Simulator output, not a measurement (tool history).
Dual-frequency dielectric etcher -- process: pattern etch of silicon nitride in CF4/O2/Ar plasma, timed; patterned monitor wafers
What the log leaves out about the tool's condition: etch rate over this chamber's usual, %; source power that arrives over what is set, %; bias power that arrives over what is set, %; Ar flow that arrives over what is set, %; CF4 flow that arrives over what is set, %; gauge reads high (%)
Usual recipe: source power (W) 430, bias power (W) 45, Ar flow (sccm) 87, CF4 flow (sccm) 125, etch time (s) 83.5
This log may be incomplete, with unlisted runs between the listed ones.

| run | hour | source power (W) | bias power (W) | Ar flow (sccm) | CF4 flow (sccm) | etch time (s) | wafers since the last listed run | hours since the last wet clean | hours since the last source power generator calibration | hours since the last bias power generator calibration | hours since the last Ar flow controller change | hours since the last CF4 flow controller change | hours since the last upper electrode change | hours since the gauge calibration | read-back reference wafer on the same gauge, depth_nm | mean etch depth across the wafer (angstrom) |
|---|---|---|---|---|---|---|---|---|---|---|---|---|---|---|---|---|
| 1 | 0 | 430 | 45 | 87 | 125 | 83.5 | 0 | 197.9 | 19.4 | 2622.3 | 3686.8 | 3883.7 | 4286.8 | 503.3 | 167.9 | 1472 |
| 2 | 20 | 430 | 45 | 87 | 125 | 83.5 | 133 | 217.9 | 39.4 | 2642.3 | 3706.8 | 3903.7 | 4306.8 | 523.3 | 168 | 1467 |
|  | 35.8 | CF4 flow controller replaced |
| 3 | 36.3 | 430 | 50 | 87 | 135 | 83.5 | 68 | 234.2 | 55.7 | 2658.6 | 3723.1 | 0.5 | 4323.1 | 539.6 | 167.9 | 1522 |
| 4 | 57 | 490 | 45 | 87 | 125 | 83.5 | 138 | 254.9 | 76.4 | 2679.3 | 3743.8 | 21.2 | 4343.8 | 560.3 | 168.1 | 1648 |
| 5 | 78.8 | 390 | 45 | 87 | 125 | 99 | 145 | 276.7 | 98.2 | 2701.1 | 3765.6 | 43 | 4365.6 | 582.1 | 168 | 1596 |
| 6 | 116 | 380 | 45 | 87 | 125 | 67.5 | 248 | 313.9 | 135.4 | 2738.3 | 3802.8 | 80.2 | 4402.8 | 619.3 | 167.9 | 1064 |
|  | 142.7 | upper electrode replaced, of another model than before |
| 7 | 143.2 | 430 | 45 | 109 | 125 | 83.5 | 21 | 341.1 | 162.6 | 2765.5 | 3830 | 107.4 | 0.5 | 646.5 | 167.9 | 1423 |
|  | 169.3 | bias power generator calibrated |
| 8 | 169.8 | 510 | 39 | 87 | 105 | 96.5 | 150 | 367.7 | 189.2 | 0.5 | 3856.6 | 134 | 27.1 | 673.1 | 167.9 | 2043 |
| 9 | 180.7 | 430 | 45 | 87 | 125 | 83.5 | 72 | 378.6 | 200.1 | 11.4 | 3867.5 | 144.9 | 38 | 684 | 168 | 1454 |
|  | 203.7 | Ar flow controller replaced |
| 10 | 216.6 | 430 | 45 | 87 | 125 | 83.5 | 199 | 414.5 | 236 | 47.3 | 12.9 | 180.8 | 73.9 | 719.9 | 168.1 | 1458 |
|  | 255 | gauge calibrated |
|  | 255.9 | wet clean of the chamber |
| 11 | 256.4 | 430 | 53 | 87 | 125 | 83.5 | 105 | 0.5 | 275.8 | 87.1 | 52.7 | 220.6 | 113.7 | 1.4 | 168 | 1504 |
| 12 | 265.9 | 430 | 45 | 87 | 125 | 83.5 | 63 | 10 | 285.3 | 96.6 | 62.2 | 230.1 | 123.2 | 10.9 | 168.1 | 1448 |
| 13 | 292.8 | 430 | 45 | 87 | 102 | 83.5 | 179 | 36.9 | 312.2 | 123.5 | 89.1 | 257 | 150.1 | 37.8 | 167.9 | 1406 |
| 14 | 318.7 | 430 | 41 | 73 | 125 | 83.5 | 173 | 62.8 | 338.1 | 149.4 | 115 | 282.9 | 176 | 63.7 | 168 | 1437 |
| 15 | 354.4 | 360 | 45 | 87 | 125 | 99 | 238 | 98.5 | 373.8 | 185.1 | 150.7 | 318.6 | 211.7 | 99.4 | 168.1 | 1278 |
| 16 | 389.3 | 430 | 45 | 94 | 125 | 92.5 | 233 | 133.4 | 408.7 | 220 | 185.6 | 353.5 | 246.6 | 134.3 | 168.1 | 1585 |
| 17 | 404.8 | 430 | 45 | 87 | 125 | 83.5 | 103 | 148.9 | 424.2 | 235.5 | 201.1 | 369 | 262.1 | 149.8 | 168 | 1443 |
| 18 | 425.3 | 430 | 39 | 87 | 125 | 83.5 | 136 | 169.4 | 444.7 | 256 | 221.6 | 389.5 | 282.6 | 170.3 | 168 | 1395 |
| 19 | 448.5 | 500 | 45 | 72 | 125 | 83.5 | 154 | 192.6 | 467.9 | 279.2 | 244.8 | 412.7 | 305.8 | 193.5 | 168 | 1833 |
| 20 | 468.7 | 510 | 45 | 70 | 139 | 107 | 134 | 212.8 | 488.1 | 299.4 | 265 | 432.9 | 326 | 213.7 | 168 | 2433 |
| 21 | 497.2 | 430 | 45 | 87 | 107 | 83.5 | 190 | 241.3 | 516.6 | 327.9 | 293.5 | 461.4 | 354.5 | 242.2 | 168 | 1408 |
| 22 | 518.1 | 430 | 45 | 87 | 125 | 83.5 | 139 | 262.2 | 537.5 | 348.8 | 314.4 | 482.3 | 375.4 | 263.1 | 168.1 | 1432 |

Forecast each of these 3 alternatives for the next run:
| A | 518.5 | 430 | 49 | 87 | 125 | 83.5 | 2 | 262.6 | 537.9 | 349.2 | 314.8 | 482.7 | 375.8 | 263.5 | ? | ? |
| B | 518.5 | 340 | 53 | 79 | 125 | 106.5 | 2 | 262.6 | 537.9 | 349.2 | 314.8 | 482.7 | 375.8 | 263.5 | ? | ? |
| C | 518.5 | 330 | 55 | 87 | 125 | 83.5 | 2 | 262.6 | 537.9 | 349.2 | 314.8 | 482.7 | 375.8 | 263.5 | ? | ? |

| run | read-back reference wafer on the same gauge, depth_nm | mean etch depth across the wafer (angstrom) |
|---|---|---|
| A | 168 | 1464 |
| B | 168 | 1290 |
| C | 168 | 955 |
The same runs, with their run-to-run variation unchanged, on a tool lacking any hidden condition would have given:
| run | mean etch depth across the wafer (angstrom) |
|---|---|
| A | 1502 |
| B | 1324 |
| C | 980 |
